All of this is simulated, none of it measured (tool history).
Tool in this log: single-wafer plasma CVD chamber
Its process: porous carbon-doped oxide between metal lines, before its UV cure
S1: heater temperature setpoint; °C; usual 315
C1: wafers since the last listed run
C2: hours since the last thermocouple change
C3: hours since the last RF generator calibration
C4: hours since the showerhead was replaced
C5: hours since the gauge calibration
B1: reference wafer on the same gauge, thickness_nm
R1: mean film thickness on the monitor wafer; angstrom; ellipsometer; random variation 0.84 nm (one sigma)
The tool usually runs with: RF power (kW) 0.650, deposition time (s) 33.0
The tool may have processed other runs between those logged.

run 1 hour=0.0 | S1=315 RF_power_(kW)=0.650 deposition_time_(s)=33.0 | C1=0 C2=0.5 C3=2760.2 C4=5409.6 C5=639.6 | B1=180.078 | R1=1977.35
run 2 hour=6.9 | S1=315 RF_power_(kW)=0.650 deposition_time_(s)=33.0 | C1=170 C2=7.4 C3=2767.1 C4=5416.5 C5=646.5 | B1=180.166 | R1=1968.68
-- hour=8.7 gauge calibrated
run 3 hour=19.5 | S1=315 RF_power_(kW)=0.650 deposition_time_(s)=33.0 | C1=311 C2=20.0 C3=2779.7 C4=5429.1 C5=10.8 | B1=180.029 | R1=1974.41
run 4 hour=34.6 | S1=315 RF_power_(kW)=0.650 deposition_time_(s)=33.0 | C1=372 C2=35.1 C3=2794.8 C4=5444.2 C5=25.9 | B1=179.968 | R1=1978.81
run 5 hour=50.9 | S1=315 RF_power_(kW)=0.650 deposition_time_(s)=33.0 | C1=402 C2=51.4 C3=2811.1 C4=5460.5 C5=42.2 | B1=180.239 | R1=1997.03
-- hour=69.5 RF generator calibrated
run 6 hour=70.0 | S1=323 RF_power_(kW)=0.650 deposition_time_(s)=33.0 | C1=274 C2=70.5 C3=0.5 C4=5479.6 C5=61.3 | B1=179.885 | R1=1891.59
run 7 hour=79.1 | S1=323 RF_power_(kW)=0.650 deposition_time_(s)=33.0 | C1=224 C2=79.6 C3=9.6 C4=5488.7 C5=70.4 | B1=179.966 | R1=1909.04
run 8 hour=111.1 | S1=323 RF_power_(kW)=0.650 deposition_time_(s)=33.0 | C1=790 C2=111.6 C3=41.6 C4=5520.7 C5=102.4 | B1=179.746 | R1=1900.30
run 9 hour=126.9 | S1=315 RF_power_(kW)=0.650 deposition_time_(s)=33.0 | C1=390 C2=127.4 C3=57.4 C4=5536.5 C5=118.2 | B1=179.967 | R1=1980.09
-- hour=143.4 showerhead replaced
run 10 hour=143.9 | S1=315 RF_power_(kW)=0.650 deposition_time_(s)=27.0 | C1=222 C2=144.4 C3=74.4 C4=0.5 C5=135.2 | B1=179.862 | R1=1640.96
run 11 hour=154.9 | S1=315 RF_power_(kW)=0.650 deposition_time_(s)=33.0 | C1=271 C2=155.4 C3=85.4 C4=11.5 C5=146.2 | B1=180.048 | R1=1973.84
run 12 hour=171.3 | S1=320 RF_power_(kW)=0.580 deposition_time_(s)=33.0 | C1=404 C2=171.8 C3=101.8 C4=27.9 C5=162.6 | B1=179.970 | R1=1770.07
run 13 hour=188.7 | S1=327 RF_power_(kW)=0.720 deposition_time_(s)=36.2 | C1=429 C2=189.2 C3=119.2 C4=45.3 C5=180.0 | B1=179.809 | R1=2207.44
run 14 hour=199.9 | S1=323 RF_power_(kW)=0.535 deposition_time_(s)=31.3 | C1=276 C2=200.4 C3=130.4 C4=56.5 C5=191.2 | B1=180.228 | R1=1530.28
run 15 hour=206.2 | S1=315 RF_power_(kW)=0.650 deposition_time_(s)=37.4 | C1=155 C2=206.7 C3=136.7 C4=62.8 C5=197.5 | B1=180.001 | R1=2229.53
run 16 hour=217.5 | S1=315 RF_power_(kW)=0.650 deposition_time_(s)=33.0 | C1=279 C2=218.0 C3=148.0 C4=74.1 C5=208.8 | B1=179.742 | R1=1978.80
run 17 hour=227.2 | S1=315 RF_power_(kW)=0.530 deposition_time_(s)=33.0 | C1=239 C2=227.7 C3=157.7 C4=83.8 C5=218.5 | B1=180.160 | R1=1676.07
run 18 hour=239.2 | S1=307 RF_power_(kW)=0.555 deposition_time_(s)=27.3 | C1=296 C2=239.7 C3=169.7 C4=95.8 C5=230.5 | B1=179.909 | R1=1510.15
run 19 hour=246.3 | S1=315 RF_power_(kW)=0.650 deposition_time_(s)=33.0 | C1=175 C2=246.8 C3=176.8 C4=102.9 C5=237.6 | B1=179.961 | R1=1984.34
run 20 hour=258.3 | S1=319 RF_power_(kW)=0.575 deposition_time_(s)=33.0 | C1=296 C2=258.8 C3=188.8 C4=114.9 C5=249.6 | B1=180.141 | R1=1753.13
run 21 hour=266.4 | S1=320 RF_power_(kW)=0.555 deposition_time_(s)=33.0 | C1=199 C2=266.9 C3=196.9 C4=123.0 C5=257.7 | B1=180.056 | R1=1694.40
run 22 hour=280.2 | S1=323 RF_power_(kW)=0.730 deposition_time_(s)=38.4 | C1=340 C2=280.7 C3=210.7 C4=136.8 C5=271.5 | B1=180.138 | R1=2412.20
run 23 hour=297.5 | S1=315 RF_power_(kW)=0.650 deposition_time_(s)=33.0 | C1=427 C2=298.0 C3=228.0 C4=154.1 C5=288.8 | B1=179.958 | R1=1976.51
run 24 hour=313.5 | S1=325 RF_power_(kW)=0.650 deposition_time_(s)=30.9 | C1=395 C2=314.0 C3=244.0 C4=170.1 C5=304.8 | B1=179.910 | R1=1773.67
run 25 hour=323.8 | S1=302 RF_power_(kW)=0.650 deposition_time_(s)=35.8 | C1=254 C2=324.3 C3=254.3 C4=180.4 C5=315.1 | B1=180.113 | R1=2279.01
run 26 hour=340.8 | S1=319 RF_power_(kW)=0.575 deposition_time_(s)=33.0 | C1=419 C2=341.3 C3=271.3 C4=197.4 C5=332.1 | B1=180.053 | R1=1753.80
run 27 hour=348.6 | S1=315 RF_power_(kW)=0.650 deposition_time_(s)=33.0 | C1=192 C2=349.1 C3=279.1 C4=205.2 C5=339.9 | B1=180.062 | R1=1974.52
run 28 hour=355.5 | S1=305 RF_power_(kW)=0.650 deposition_time_(s)=27.1 | C1=170 C2=356.0 C3=286.0 C4=212.1 C5=346.8 | B1=180.061 | R1=1714.61
run 29 hour=361.6 | S1=302 RF_power_(kW)=0.650 deposition_time_(s)=33.0 | C1=150 C2=362.1 C3=292.1 C4=218.2 C5=352.9 | B1=180.051 | R1=2102.71
run 30 hour=369.3 | S1=305 RF_power_(kW)=0.555 deposition_time_(s)=35.4 | C1=190 C2=369.8 C3=299.8 C4=225.9 C5=360.6 | B1=180.009 | R1=1965.42
run 31 hour=383.7 | S1=306 RF_power_(kW)=0.650 deposition_time_(s)=30.5 | C1=355 C2=384.2 C3=314.2 C4=240.3 C5=375.0 | B1=180.193 | R1=1926.78
run 32 hour=397.8 | S1=329 RF_power_(kW)=0.595 deposition_time_(s)=33.0 | C1=348 C2=398.3 C3=328.3 C4=254.4 C5=389.1 | B1=180.056 | R1=1730.36
run 33 hour=407.1 | S1=330 RF_power_(kW)=0.650 deposition_time_(s)=33.0 | C1=229 C2=407.6 C3=337.6 C4=263.7 C5=398.4 | B1=180.202 | R1=1857.57
run 34 hour=425.1 | S1=315 RF_power_(kW)=0.650 deposition_time_(s)=33.0 | C1=444 C2=425.6 C3=355.6 C4=281.7 C5=416.4 | B1=180.042 | R1=1978.81

Below are 4 alternative next runs, each starting from the tool's condition after run 34. Predict each:
run A hour=425.5 | S1=315 RF_power_(kW)=0.650 deposition_time_(s)=33.0 | C1=9 C2=426.0 C3=356.0 C4=282.1 C5=416.8 | B1=? | R1=?
run B hour=425.5 | S1=301 RF_power_(kW)=0.605 deposition_time_(s)=28.2 | C1=9 C2=426.0 C3=356.0 C4=282.1 C5=416.8 | B1=? | R1=?
run C hour=425.5 | S1=323 RF_power_(kW)=0.735 deposition_time_(s)=30.6 | C1=9 C2=426.0 C3=356.0 C4=282.1 C5=416.8 | B1=? | R1=?
run D hour=425.5 | S1=315 RF_power_(kW)=0.650 deposition_time_(s)=38.1 | C1=9 C2=426.0 C3=356.0 C4=282.1 C5=416.8 | B1=? | R1=?

run=A B1=180.013 R1=1991.38
run=B B1=180.013 R1=1730.63
run=C B1=180.013 R1=1959.23
run=D B1=180.013 R1=2290.22
The same runs, with their run-to-run variation unchanged, on a tool lacking any hidden condition would have given:
run=A R1=1991.38
run=B R1=1730.63
run=C R1=1959.23
run=D R1=2290.22

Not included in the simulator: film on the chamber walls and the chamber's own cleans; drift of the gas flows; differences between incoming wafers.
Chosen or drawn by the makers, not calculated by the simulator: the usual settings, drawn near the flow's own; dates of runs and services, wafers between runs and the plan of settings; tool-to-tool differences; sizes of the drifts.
